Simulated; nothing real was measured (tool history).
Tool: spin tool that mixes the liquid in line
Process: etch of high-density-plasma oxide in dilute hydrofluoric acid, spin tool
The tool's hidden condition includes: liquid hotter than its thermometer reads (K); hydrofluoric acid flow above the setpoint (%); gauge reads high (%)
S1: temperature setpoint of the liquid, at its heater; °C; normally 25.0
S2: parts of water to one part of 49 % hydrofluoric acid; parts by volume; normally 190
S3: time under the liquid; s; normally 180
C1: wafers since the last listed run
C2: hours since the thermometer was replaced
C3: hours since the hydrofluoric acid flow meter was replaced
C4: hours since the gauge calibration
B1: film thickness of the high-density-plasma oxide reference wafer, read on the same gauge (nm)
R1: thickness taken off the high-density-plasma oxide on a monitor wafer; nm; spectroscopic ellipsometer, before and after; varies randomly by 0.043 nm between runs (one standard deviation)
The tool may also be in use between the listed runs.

run,day,S1,S2,S3,C1,C2,C3,C4,B1,R1
1,0.000,25.0,190,180,0,362.6,394.7,660.4,79.995,4.788
# day 0.146: hydrofluoric acid flow meter replaced
2,3.267,25.0,190,180,541,441.0,74.9,738.8,80.019,4.666
3,4.867,25.0,190,180,268,479.4,113.3,777.2,80.005,4.691
4,7.425,25.0,190,180,429,540.8,174.7,838.6,80.027,4.765
5,10.767,25.0,190,180,561,621.0,254.9,918.8,80.003,4.851
6,14.362,25.0,125,225,603,707.3,341.2,1005.1,80.000,10.098
7,18.796,25.0,125,225,744,813.7,447.6,1111.5,79.996,10.037
# day 19.333: thermometer replaced
# day 21.371: hydrofluoric acid flow meter replaced
8,22.825,25.0,125,225,662,83.8,34.9,1208.2,79.988,9.367
9,24.446,25.0,190,180,272,122.7,73.8,1247.1,80.006,4.598
10,27.829,25.0,190,180,568,203.9,155.0,1328.3,80.006,4.744
11,32.304,29.5,215,180,751,311.3,262.4,1435.7,79.989,4.856
12,35.608,23.5,190,245,554,390.6,341.7,1515.0,79.990,6.294
# day 36.242: gauge calibrated
13,37.279,25.0,100,180,280,430.7,381.8,24.9,80.003,10.145
# day 39.625: hydrofluoric acid flow meter replaced
14,40.096,25.0,235,85,466,498.3,11.3,92.5,79.996,1.689
15,43.554,22.0,260,180,580,581.3,94.3,175.5,80.012,2.850

The next listed run, before its measurement:
16,47.446,23.5,105,180,653,674.7,187.7,268.9,?,?

{"run 16": {"B1": 79.992, "R1": 8.904}}
Minus the tool's unlogged condition, the same run would have read R1 8.681 nm.
